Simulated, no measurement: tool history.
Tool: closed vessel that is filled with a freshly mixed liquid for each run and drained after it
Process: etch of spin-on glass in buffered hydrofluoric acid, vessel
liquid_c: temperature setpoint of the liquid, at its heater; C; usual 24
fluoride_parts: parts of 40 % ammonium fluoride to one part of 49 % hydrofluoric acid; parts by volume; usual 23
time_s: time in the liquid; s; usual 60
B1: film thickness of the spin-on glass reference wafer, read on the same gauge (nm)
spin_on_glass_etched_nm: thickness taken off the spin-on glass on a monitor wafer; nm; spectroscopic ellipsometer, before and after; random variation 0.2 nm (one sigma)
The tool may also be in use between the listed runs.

run 1 hour=0 | liquid_c=24 fluoride_parts=23 time_s=60 | B1=145.79 | spin_on_glass_etched_nm=50.94
run 2 hour=28.3 | liquid_c=24 fluoride_parts=23 time_s=60 | B1=145.68 | spin_on_glass_etched_nm=50.87
run 3 hour=41.6 | liquid_c=24 fluoride_parts=23 time_s=35 | B1=145.58 | spin_on_glass_etched_nm=29.36
run 4 hour=73.2 | liquid_c=24 fluoride_parts=23 time_s=35 | B1=145.43 | spin_on_glass_etched_nm=29.52
run 5 hour=108.6 | liquid_c=24 fluoride_parts=23 time_s=35 | B1=145.23 | spin_on_glass_etched_nm=29.48
run 6 hour=123.5 | liquid_c=24 fluoride_parts=23 time_s=60 | B1=145.18 | spin_on_glass_etched_nm=50.46
run 7 hour=147.8 | liquid_c=24 fluoride_parts=23 time_s=60 | B1=145.01 | spin_on_glass_etched_nm=50.74
run 8 hour=174.1 | liquid_c=24 fluoride_parts=23 time_s=60 | B1=144.9 | spin_on_glass_etched_nm=50.33
run 9 hour=199.4 | liquid_c=24 fluoride_parts=23 time_s=60 | B1=144.78 | spin_on_glass_etched_nm=50.71
run 10 hour=231.2 | liquid_c=24 fluoride_parts=23 time_s=60 | B1=144.63 | spin_on_glass_etched_nm=50.18
run 11 hour=254.3 | liquid_c=27 fluoride_parts=23 time_s=60 | B1=144.53 | spin_on_glass_etched_nm=59.3
run 12 hour=288.4 | liquid_c=27 fluoride_parts=23 time_s=60 | B1=144.32 | spin_on_glass_etched_nm=59.03
run 13 hour=301.3 | liquid_c=27 fluoride_parts=23 time_s=60 | B1=144.23 | spin_on_glass_etched_nm=59.11
-- hour=308.5 hydrofluoric acid flow meter replaced
run 14 hour=336.8 | liquid_c=24 fluoride_parts=23 time_s=60 | B1=144.07 | spin_on_glass_etched_nm=50.34
run 15 hour=349.9 | liquid_c=24 fluoride_parts=17.5 time_s=30 | B1=143.98 | spin_on_glass_etched_nm=31.74
-- hour=368.4 gauge calibrated
run 16 hour=376.1 | liquid_c=21 fluoride_parts=16 time_s=60 | B1=150.29 | spin_on_glass_etched_nm=60.85
run 17 hour=391.9 | liquid_c=24 fluoride_parts=23 time_s=80 | B1=150.27 | spin_on_glass_etched_nm=70.13
run 18 hour=416.4 | liquid_c=24 fluoride_parts=23 time_s=60 | B1=150.1 | spin_on_glass_etched_nm=51.97
run 19 hour=437.4 | liquid_c=21.5 fluoride_parts=19 time_s=60 | B1=150 | spin_on_glass_etched_nm=52.9
run 20 hour=472.1 | liquid_c=28.5 fluoride_parts=28 time_s=75 | B1=149.81 | spin_on_glass_etched_nm=72.88
run 21 hour=492.4 | liquid_c=24 fluoride_parts=23 time_s=60 | B1=149.72 | spin_on_glass_etched_nm=52.21
run 22 hour=509.1 | liquid_c=24 fluoride_parts=25.5 time_s=40 | B1=149.62 | spin_on_glass_etched_nm=32.38
run 23 hour=537.9 | liquid_c=24 fluoride_parts=23 time_s=60 | B1=149.51 | spin_on_glass_etched_nm=51.98
-- hour=545.7 thermometer replaced
run 24 hour=559.2 | liquid_c=28 fluoride_parts=23 time_s=60 | B1=149.38 | spin_on_glass_etched_nm=64.69
run 25 hour=590.6 | liquid_c=20.5 fluoride_parts=23 time_s=35 | B1=149.2 | spin_on_glass_etched_nm=24.91
run 26 hour=617.8 | liquid_c=24 fluoride_parts=23 time_s=60 | B1=149.1 | spin_on_glass_etched_nm=51.91
run 27 hour=697.8 | liquid_c=20.5 fluoride_parts=15 time_s=40 | B1=148.64 | spin_on_glass_etched_nm=41.69
run 28 hour=711 | liquid_c=24 fluoride_parts=23 time_s=40 | B1=148.58 | spin_on_glass_etched_nm=34.61

Run 29 comes next. What will it give?
run 29 hour=749 | liquid_c=22.5 fluoride_parts=20.5 time_s=45 | B1=? | spin_on_glass_etched_nm=?

{"run 29": {"B1": 148.38, "spin_on_glass_etched_nm": 38.52}}
Without the tool's hidden state the same run would have given spin_on_glass_etched_nm 38.94 nm.
